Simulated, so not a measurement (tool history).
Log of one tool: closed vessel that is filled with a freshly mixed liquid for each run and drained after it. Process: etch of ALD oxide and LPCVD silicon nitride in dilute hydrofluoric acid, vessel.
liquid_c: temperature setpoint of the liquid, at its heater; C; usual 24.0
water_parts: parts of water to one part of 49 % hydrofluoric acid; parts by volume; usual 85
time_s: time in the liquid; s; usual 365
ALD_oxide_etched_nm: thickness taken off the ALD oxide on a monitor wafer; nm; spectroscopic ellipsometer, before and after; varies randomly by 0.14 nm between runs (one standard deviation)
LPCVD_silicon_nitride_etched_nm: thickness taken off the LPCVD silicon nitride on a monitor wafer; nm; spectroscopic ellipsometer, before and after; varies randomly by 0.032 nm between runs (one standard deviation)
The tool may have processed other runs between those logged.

run	hour	liquid_c	water_parts	time_s	read-back film thickness of the ALD oxide reference wafer, read on the same gauge (nm)	read-back film thickness of the LPCVD silicon nitride reference wafer, read on the same gauge (nm)	ALD_oxide_etched_nm	LPCVD_silicon_nitride_etched_nm
1	0.0	24.0	85	365	150.02	140.014	51.97	2.385
2	14.7	24.0	85	365	149.98	139.992	52.27	2.441
3	27.5	24.0	85	365	150.01	139.995	52.08	2.402
4	42.6	24.0	85	365	150.04	139.992	52.18	2.455
5	50.6	24.0	85	365	150.00	139.989	52.09	2.399
6	60.9	24.0	85	365	150.01	139.983	52.31	2.523
7	73.7	24.0	85	365	150.00	140.034	52.23	2.502
8	83.3	22.5	95	365	150.02	139.997	43.34	2.014
9	89.5	22.5	95	365	150.01	140.021	43.38	1.991
10	104.0	26.5	85	225	150.01	139.996	35.70	1.709
11	113.6	24.0	85	365	150.01	140.009	52.49	2.377
12	120.2	24.0	85	365	150.01	139.991	52.16	2.440
13	138.0	24.0	60	365	149.98	140.001	76.26	3.352
# hour 148.6: thermometer replaced
14	149.2	26.0	110	430	150.02	140.035	49.87	2.527
15	157.6	24.0	85	365	149.99	140.020	52.25	2.424
# hour 160.9: hydrofluoric acid flow meter replaced
# hour 162.3: gauge calibrated
16	168.6	24.0	55	365	150.01	140.035	76.14	3.387
17	179.2	22.5	65	305	149.98	139.986	49.83	2.213
18	190.5	24.0	85	365	150.04	140.016	47.29	2.209
19	196.9	24.0	85	365	149.99	140.005	47.02	2.221
20	205.6	29.0	85	365	150.01	139.991	57.59	3.115
21	213.5	21.0	85	155	149.99	139.994	17.82	0.785
22	220.2	24.0	45	280	150.00	140.000	72.17	3.207
23	234.0	24.0	85	365	150.00	140.002	47.20	2.290
24	245.1	24.0	85	285	150.02	139.979	36.77	1.725
25	252.4	28.5	45	285	150.01	139.984	88.23	4.346
26	267.8	22.0	85	365	150.00	140.002	43.77	1.891

4 ways to go on from here, each from the tool as it stands after run 26. What would each give?
A	268.6	24.0	95	365	?	?	?	?
B	268.6	27.0	120	365	?	?	?	?
C	268.6	19.5	115	165	?	?	?	?
D	268.6	24.0	85	495	?	?	?	?

run	read-back film thickness of the ALD oxide reference wafer, read on the same gauge (nm)	read-back film thickness of the LPCVD silicon nitride reference wafer, read on the same gauge (nm)	ALD_oxide_etched_nm	LPCVD_silicon_nitride_etched_nm
A	150.01	140.002	42.04	1.977
B	150.01	140.002	36.27	1.906
C	150.01	140.002	12.80	0.548
D	150.01	140.002	64.50	2.993
With no hidden state in the tool, these same runs would have given:
run	ALD_oxide_etched_nm	LPCVD_silicon_nitride_etched_nm
A	41.05	1.936
B	35.39	1.866
C	12.50	0.537
D	63.00	2.930
